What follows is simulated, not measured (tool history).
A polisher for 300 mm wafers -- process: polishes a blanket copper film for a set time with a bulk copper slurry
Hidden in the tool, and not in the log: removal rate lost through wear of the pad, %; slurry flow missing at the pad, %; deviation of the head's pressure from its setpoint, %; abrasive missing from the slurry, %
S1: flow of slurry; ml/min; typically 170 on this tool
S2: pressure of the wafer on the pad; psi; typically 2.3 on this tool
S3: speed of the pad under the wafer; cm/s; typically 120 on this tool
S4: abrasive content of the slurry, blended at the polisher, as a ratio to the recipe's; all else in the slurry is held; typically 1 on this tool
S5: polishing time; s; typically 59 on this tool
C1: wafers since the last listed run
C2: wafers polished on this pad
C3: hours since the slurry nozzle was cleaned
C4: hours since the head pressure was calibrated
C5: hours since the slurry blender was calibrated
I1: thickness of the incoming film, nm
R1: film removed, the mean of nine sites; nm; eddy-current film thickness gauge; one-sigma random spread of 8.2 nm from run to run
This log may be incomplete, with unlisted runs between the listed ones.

run,hour,S1,S2,S3,S4,S5,C1,C2,C3,C4,C5,I1,R1
1,0,170,2.3,120,1,69,0,301,629.3,110.9,76.8,1899.3,652
2,45.1,170,2.3,120,1,69,392,693,674.4,156,121.9,1902.4,637.6
# hour 52.6: slurry nozzle cleaned
3,95.6,170,2.3,120,1,59,430,1124,43,206.5,172.4,1925.3,533.5
# hour 143.8: slurry blender recalibrated
4,157.5,170,1.8,120,0.9,59,521,1645,104.9,268.4,13.7,1891.6,428.3
# hour 200.2: worn pad replaced by a new one
5,259.7,170,1.8,120,0.9,59,854,518,207.1,370.6,115.9,1880.2,392
# hour 347: worn pad replaced by a new one, repeated, since the last time left the tool worse
6,347.5,170,1.8,120,0.9,59,729,4,294.9,458.4,203.7,1909.7,458.7
# hour 359.6: slurry blender recalibrated
# hour 409.5: head pressure recalibrated
7,428.8,170,2.3,120,1,59,672,676,376.2,19.3,69.2,1904,536.6
8,519.3,170,3,120,1.15,59,787,1464,466.7,109.8,159.7,1891.4,679.2
# hour 533.2: worn pad replaced by a new one
9,582.1,155,3,108,0.9,59,511,425,529.5,172.6,222.5,1885.8,613.9
# hour 585.3: slurry blender recalibrated
10,671.4,170,2.3,120,1,59,759,1185,618.8,261.9,86.1,1889.8,532.7
# hour 734.5: worn pad replaced by a new one
# hour 739.2: slurry nozzle cleaned
11,778.4,195,2.8,146,1,48,887,373,39.2,368.9,193.1,1928.5,585.9
# hour 815.1: slurry blender recalibrated
12,822.7,135,2.3,120,1,51,368,741,83.5,413.2,7.6,1914,442.2
# hour 895.9: head pressure recalibrated
13,914.4,170,2.3,98,0.8,59,780,1521,175.2,18.5,99.3,1898.1,434.5
# hour 938.9: worn pad replaced by a new one
14,998.2,145,2.3,120,0.85,59,694,516,259,102.3,183.1,1885.1,521.7
# hour 1029.6: slurry blender recalibrated
15,1056.1,135,2.3,120,1,59,486,1002,316.9,160.2,26.5,1878.1,521.2

Hidden state or all else? Some run-to-run changes of R1, split into what the settings, what came in and random variation would give without the hidden state, and what is left for the hidden state (with any gauge scatter that isn't in both results):
Run 5 -> 6: worn pad replaced by a new one, repeated, since the last time left the tool worse. R1 +66.7 nm: hidden state +57.1, all else +9.6.
Run 11 -> 12: S1 195 -> 135, S2 2.8 -> 2.3, S3 146 -> 120, S5 48 -> 51, slurry blender recalibrated. R1 -143.7 nm: hidden state -2.8, all else -140.9.

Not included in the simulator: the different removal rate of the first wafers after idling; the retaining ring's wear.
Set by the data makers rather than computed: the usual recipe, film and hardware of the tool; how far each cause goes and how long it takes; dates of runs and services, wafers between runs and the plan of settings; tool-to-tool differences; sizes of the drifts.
